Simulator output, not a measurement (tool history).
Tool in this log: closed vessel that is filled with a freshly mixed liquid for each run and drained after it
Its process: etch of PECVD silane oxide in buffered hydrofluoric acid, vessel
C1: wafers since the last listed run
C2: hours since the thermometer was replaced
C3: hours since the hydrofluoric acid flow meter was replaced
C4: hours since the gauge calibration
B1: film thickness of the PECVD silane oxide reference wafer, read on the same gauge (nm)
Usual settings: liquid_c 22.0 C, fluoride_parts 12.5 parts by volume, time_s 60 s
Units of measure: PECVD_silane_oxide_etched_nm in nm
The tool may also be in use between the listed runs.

{"run": 1, "hour": 0.0, "liquid_c": 22.0, "fluoride_parts": 12.5, "time_s": 60, "C1": 0, "C2": 1851.1, "C3": 1951.6, "C4": 334.7, "B1": 139.98, "PECVD_silane_oxide_etched_nm": 121.5}
{"run": 2, "hour": 14.2, "liquid_c": 22.0, "fluoride_parts": 12.5, "time_s": 60, "C1": 1696, "C2": 1865.3, "C3": 1965.8, "C4": 348.9, "B1": 140.03, "PECVD_silane_oxide_etched_nm": 121.98}
{"run": 3, "hour": 30.4, "liquid_c": 22.0, "fluoride_parts": 12.5, "time_s": 60, "C1": 1935, "C2": 1881.5, "C3": 1982.0, "C4": 365.1, "B1": 140.0, "PECVD_silane_oxide_etched_nm": 122.35}
{"run": 4, "hour": 79.5, "liquid_c": 22.0, "fluoride_parts": 12.5, "time_s": 60, "C1": 5866, "C2": 1930.6, "C3": 2031.1, "C4": 414.2, "B1": 140.0, "PECVD_silane_oxide_etched_nm": 121.95}
{"run": 5, "hour": 94.5, "liquid_c": 22.0, "fluoride_parts": 12.5, "time_s": 60, "C1": 1792, "C2": 1945.6, "C3": 2046.1, "C4": 429.2, "B1": 140.0, "PECVD_silane_oxide_etched_nm": 123.75}
{"run": 6, "hour": 141.1, "liquid_c": 22.0, "fluoride_parts": 12.5, "time_s": 55, "C1": 5567, "C2": 1992.2, "C3": 2092.7, "C4": 475.8, "B1": 140.02, "PECVD_silane_oxide_etched_nm": 113.78}
{"run": 7, "hour": 158.5, "liquid_c": 22.0, "fluoride_parts": 12.5, "time_s": 55, "C1": 2078, "C2": 2009.6, "C3": 2110.1, "C4": 493.2, "B1": 140.0, "PECVD_silane_oxide_etched_nm": 113.13}
{"hour": 161.1, "done": "gauge calibrated"}
{"run": 8, "hour": 165.3, "liquid_c": 22.0, "fluoride_parts": 14.0, "time_s": 60, "C1": 812, "C2": 2016.4, "C3": 2116.9, "C4": 4.2, "B1": 140.01, "PECVD_silane_oxide_etched_nm": 110.64}
{"run": 9, "hour": 180.5, "liquid_c": 22.0, "fluoride_parts": 14.0, "time_s": 60, "C1": 1816, "C2": 2031.6, "C3": 2132.1, "C4": 19.4, "B1": 139.99, "PECVD_silane_oxide_etched_nm": 110.87}
{"run": 10, "hour": 191.7, "liquid_c": 22.0, "fluoride_parts": 14.0, "time_s": 60, "C1": 1338, "C2": 2042.8, "C3": 2143.3, "C4": 30.6, "B1": 140.0, "PECVD_silane_oxide_etched_nm": 111.24}
{"run": 11, "hour": 208.8, "liquid_c": 22.0, "fluoride_parts": 12.5, "time_s": 60, "C1": 2043, "C2": 2059.9, "C3": 2160.4, "C4": 47.7, "B1": 140.02, "PECVD_silane_oxide_etched_nm": 125.86}
{"run": 12, "hour": 217.1, "liquid_c": 22.0, "fluoride_parts": 12.5, "time_s": 60, "C1": 991, "C2": 2068.2, "C3": 2168.7, "C4": 56.0, "B1": 140.0, "PECVD_silane_oxide_etched_nm": 124.83}
{"run": 13, "hour": 230.6, "liquid_c": 22.0, "fluoride_parts": 12.5, "time_s": 60, "C1": 1613, "C2": 2081.7, "C3": 2182.2, "C4": 69.5, "B1": 139.99, "PECVD_silane_oxide_etched_nm": 123.36}
{"run": 14, "hour": 237.3, "liquid_c": 22.0, "fluoride_parts": 12.5, "time_s": 60, "C1": 800, "C2": 2088.4, "C3": 2188.9, "C4": 76.2, "B1": 140.03, "PECVD_silane_oxide_etched_nm": 124.94}
{"run": 15, "hour": 250.9, "liquid_c": 26.5, "fluoride_parts": 14.0, "time_s": 80, "C1": 1624, "C2": 2102.0, "C3": 2202.5, "C4": 89.8, "B1": 139.99, "PECVD_silane_oxide_etched_nm": 191.14}
{"run": 16, "hour": 257.1, "liquid_c": 22.0, "fluoride_parts": 12.5, "time_s": 60, "C1": 740, "C2": 2108.2, "C3": 2208.7, "C4": 96.0, "B1": 140.0, "PECVD_silane_oxide_etched_nm": 125.45}
{"run": 17, "hour": 272.7, "liquid_c": 27.0, "fluoride_parts": 10.0, "time_s": 75, "C1": 1863, "C2": 2123.8, "C3": 2224.3, "C4": 111.6, "B1": 140.0, "PECVD_silane_oxide_etched_nm": 246.08}
{"run": 18, "hour": 280.7, "liquid_c": 26.0, "fluoride_parts": 12.5, "time_s": 80, "C1": 955, "C2": 2131.8, "C3": 2232.3, "C4": 119.6, "B1": 140.01, "PECVD_silane_oxide_etched_nm": 208.78}
{"run": 19, "hour": 298.5, "liquid_c": 22.0, "fluoride_parts": 9.0, "time_s": 45, "C1": 2126, "C2": 2149.6, "C3": 2250.1, "C4": 137.4, "B1": 139.99, "PECVD_silane_oxide_etched_nm": 126.48}
{"run": 20, "hour": 307.3, "liquid_c": 22.0, "fluoride_parts": 12.5, "time_s": 60, "C1": 1051, "C2": 2158.4, "C3": 2258.9, "C4": 146.2, "B1": 139.99, "PECVD_silane_oxide_etched_nm": 125.72}
{"run": 21, "hour": 321.1, "liquid_c": 24.0, "fluoride_parts": 8.0, "time_s": 60, "C1": 1648, "C2": 2172.2, "C3": 2272.7, "C4": 160.0, "B1": 139.99, "PECVD_silane_oxide_etched_nm": 214.03}
{"run": 22, "hour": 329.5, "liquid_c": 22.0, "fluoride_parts": 12.5, "time_s": 30, "C1": 1003, "C2": 2180.6, "C3": 2281.1, "C4": 168.4, "B1": 140.01, "PECVD_silane_oxide_etched_nm": 62.74}
{"hour": 339.1, "done": "hydrofluoric acid flow meter replaced"}
{"hour": 345.5, "done": "thermometer replaced"}
{"run": 23, "hour": 346.0, "liquid_c": 17.5, "fluoride_parts": 11.0, "time_s": 45, "C1": 1732, "C2": 0.5, "C3": 6.9, "C4": 184.9, "B1": 140.03, "PECVD_silane_oxide_etched_nm": 64.46}
{"run": 24, "hour": 356.9, "liquid_c": 22.0, "fluoride_parts": 12.5, "time_s": 60, "C1": 1302, "C2": 11.4, "C3": 17.8, "C4": 195.8, "B1": 140.0, "PECVD_silane_oxide_etched_nm": 97.34}
{"run": 25, "hour": 364.2, "liquid_c": 18.5, "fluoride_parts": 12.5, "time_s": 80, "C1": 872, "C2": 18.7, "C3": 25.1, "C4": 203.1, "B1": 140.0, "PECVD_silane_oxide_etched_nm": 107.92}
{"run": 26, "hour": 379.0, "liquid_c": 22.0, "fluoride_parts": 12.5, "time_s": 60, "C1": 1768, "C2": 33.5, "C3": 39.9, "C4": 217.9, "B1": 140.01, "PECVD_silane_oxide_etched_nm": 98.15}
{"run": 27, "hour": 396.5, "liquid_c": 27.0, "fluoride_parts": 10.0, "time_s": 75, "C1": 2090, "C2": 51.0, "C3": 57.4, "C4": 235.4, "B1": 140.01, "PECVD_silane_oxide_etched_nm": 201.02}
{"run": 28, "hour": 441.9, "liquid_c": 26.0, "fluoride_parts": 12.5, "time_s": 85, "C1": 5424, "C2": 96.4, "C3": 102.8, "C4": 280.8, "B1": 140.0, "PECVD_silane_oxide_etched_nm": 174.76}
{"run": 29, "hour": 451.4, "liquid_c": 22.0, "fluoride_parts": 12.5, "time_s": 60, "C1": 1135, "C2": 105.9, "C3": 112.3, "C4": 290.3, "B1": 140.0, "PECVD_silane_oxide_etched_nm": 98.16}
{"run": 30, "hour": 468.6, "liquid_c": 22.0, "fluoride_parts": 12.5, "time_s": 45, "C1": 2055, "C2": 123.1, "C3": 129.5, "C4": 307.5, "B1": 139.98, "PECVD_silane_oxide_etched_nm": 74.68}
{"run": 31, "hour": 484.4, "liquid_c": 22.0, "fluoride_parts": 12.5, "time_s": 60, "C1": 1887, "C2": 138.9, "C3": 145.3, "C4": 323.3, "B1": 140.03, "PECVD_silane_oxide_etched_nm": 100.26}

Results per run with the tool's hidden condition removed, run-to-run variation unchanged:
What the log doesn't record here: liquid hotter than its thermometer reads (K); hydrofluoric acid flow above the setpoint (%); gauge reads high (%).
run=1 PECVD_silane_oxide_etched_nm=97.39
run=2 PECVD_silane_oxide_etched_nm=97.61
run=3 PECVD_silane_oxide_etched_nm=97.73
run=4 PECVD_silane_oxide_etched_nm=96.87
run=5 PECVD_silane_oxide_etched_nm=98.14
run=6 PECVD_silane_oxide_etched_nm=89.79
run=7 PECVD_silane_oxide_etched_nm=89.11
run=8 PECVD_silane_oxide_etched_nm=87.05
run=9 PECVD_silane_oxide_etched_nm=87.07
run=10 PECVD_silane_oxide_etched_nm=87.22
run=11 PECVD_silane_oxide_etched_nm=98.55
run=12 PECVD_silane_oxide_etched_nm=97.65
run=13 PECVD_silane_oxide_etched_nm=96.39
run=14 PECVD_silane_oxide_etched_nm=97.54
run=15 PECVD_silane_oxide_etched_nm=149.55
run=16 PECVD_silane_oxide_etched_nm=97.70
run=17 PECVD_silane_oxide_etched_nm=199.33
run=18 PECVD_silane_oxide_etched_nm=162.78
run=19 PECVD_silane_oxide_etched_nm=96.90
run=20 PECVD_silane_oxide_etched_nm=97.36
run=21 PECVD_silane_oxide_etched_nm=163.95
run=22 PECVD_silane_oxide_etched_nm=48.46
run=23 PECVD_silane_oxide_etched_nm=63.94
run=24 PECVD_silane_oxide_etched_nm=96.47
run=25 PECVD_silane_oxide_etched_nm=106.85
run=26 PECVD_silane_oxide_etched_nm=97.00
run=27 PECVD_silane_oxide_etched_nm=198.72
run=28 PECVD_silane_oxide_etched_nm=171.48
run=29 PECVD_silane_oxide_etched_nm=96.19
run=30 PECVD_silane_oxide_etched_nm=73.03
run=31 PECVD_silane_oxide_etched_nm=97.87

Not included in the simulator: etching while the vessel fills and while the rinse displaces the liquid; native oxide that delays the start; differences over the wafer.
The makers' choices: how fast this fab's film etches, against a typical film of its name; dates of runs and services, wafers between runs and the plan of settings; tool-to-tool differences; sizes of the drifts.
